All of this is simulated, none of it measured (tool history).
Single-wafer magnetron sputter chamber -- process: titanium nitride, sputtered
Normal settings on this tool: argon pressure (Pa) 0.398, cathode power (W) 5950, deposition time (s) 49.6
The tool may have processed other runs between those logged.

run,day,argon pressure (Pa),cathode power (W),deposition time (s),"read-back reference wafer on the same gauge, thickness_nm",mean film thickness on the monitor wafer (angstrom)
1,0.000,0.398,5950,49.6,63.731,532.94
2,0.404,0.398,5950,49.6,63.824,535.09
3,0.775,0.398,5950,49.6,63.770,534.20
4,1.412,0.398,5950,49.6,63.809,536.21
5,2.158,0.398,5950,49.6,63.832,535.12
6,2.533,0.398,5950,49.6,63.850,537.99
7,2.929,0.398,5950,49.6,63.833,534.48
8,3.438,0.398,5950,49.6,63.833,535.34
9,3.833,0.398,5950,49.6,63.841,534.11
# day 4.617: capacitance manometer re-zeroed and calibrated
10,4.638,0.398,5950,49.6,63.783,537.16
11,5.021,0.240,5950,55.9,63.763,629.08
12,5.617,0.467,5950,54.1,63.764,572.82
13,5.892,0.267,5950,57.3,63.802,641.75
14,6.542,0.398,7250,49.6,63.874,655.09
15,7.221,0.398,7250,49.6,63.827,649.87
16,7.571,0.398,5950,49.6,63.824,534.52
# day 8.175: sputter target and shields replaced
17,8.196,0.304,5950,46.9,63.752,538.39
18,9.850,0.347,5550,49.6,63.830,521.51
19,10.567,0.248,5500,42.1,63.801,447.41
20,11.092,0.438,5150,57.7,63.729,545.20
21,11.721,0.459,5400,46.9,63.829,460.41
# day 12.179: gauge calibrated
# day 13.142: magnet pack replaced
22,13.796,0.248,5500,42.1,63.831,441.04
23,14.338,0.398,5950,57.2,63.766,626.41
24,14.708,0.243,5250,58.1,63.757,584.46
25,15.142,0.398,5950,49.6,63.818,537.65
26,15.583,0.398,5950,49.6,63.773,538.94
27,16.288,0.259,5200,56.8,63.829,557.58
28,16.600,0.398,5950,49.6,63.783,540.42
29,17.242,0.398,7100,54.3,63.769,703.18
30,17.525,0.274,6800,55.7,63.810,714.74
31,18.179,0.486,5950,45.9,63.824,487.87
32,18.529,0.398,5950,49.6,63.858,534.61
33,18.812,0.398,5950,49.6,63.791,538.45
34,19.167,0.398,5950,42.4,63.754,457.09

Some steps in mean film thickness on the monitor wafer (angstrom) between neighbouring runs. How much of each would the tool show without its hidden state too (settings, what came in, random variation), and how much is left for the hidden state, with any gauge scatter that isn't in both results?
Hidden state at play: deposition rate above that of a new target (%); true argon pressure above the setpoint (%); gauge reads high (%).
Run 16 -> 17: argon pressure (Pa) 0.398 -> 0.304, deposition time (s) 49.6 -> 46.9, sputter target and shields replaced. mean film thickness on the monitor wafer (angstrom) +3.87: hidden state +22.38, all else -18.51.
Run 22 -> 23: argon pressure (Pa) 0.248 -> 0.398, cathode power (W) 5500 -> 5950, deposition time (s) 42.1 -> 57.2. mean film thickness on the monitor wafer (angstrom) +185.37: hidden state -6.34, all else +191.71.
Run 28 -> 29: cathode power (W) 5950 -> 7100, deposition time (s) 49.6 -> 54.3. mean film thickness on the monitor wafer (angstrom) +162.76: hidden state -6.65, all else +169.41.
Run 30 -> 31: argon pressure (Pa) 0.274 -> 0.486, cathode power (W) 6800 -> 5950, deposition time (s) 55.7 -> 45.9. mean film thickness on the monitor wafer (angstrom) -226.87: hidden state +8.00, all else -234.87.

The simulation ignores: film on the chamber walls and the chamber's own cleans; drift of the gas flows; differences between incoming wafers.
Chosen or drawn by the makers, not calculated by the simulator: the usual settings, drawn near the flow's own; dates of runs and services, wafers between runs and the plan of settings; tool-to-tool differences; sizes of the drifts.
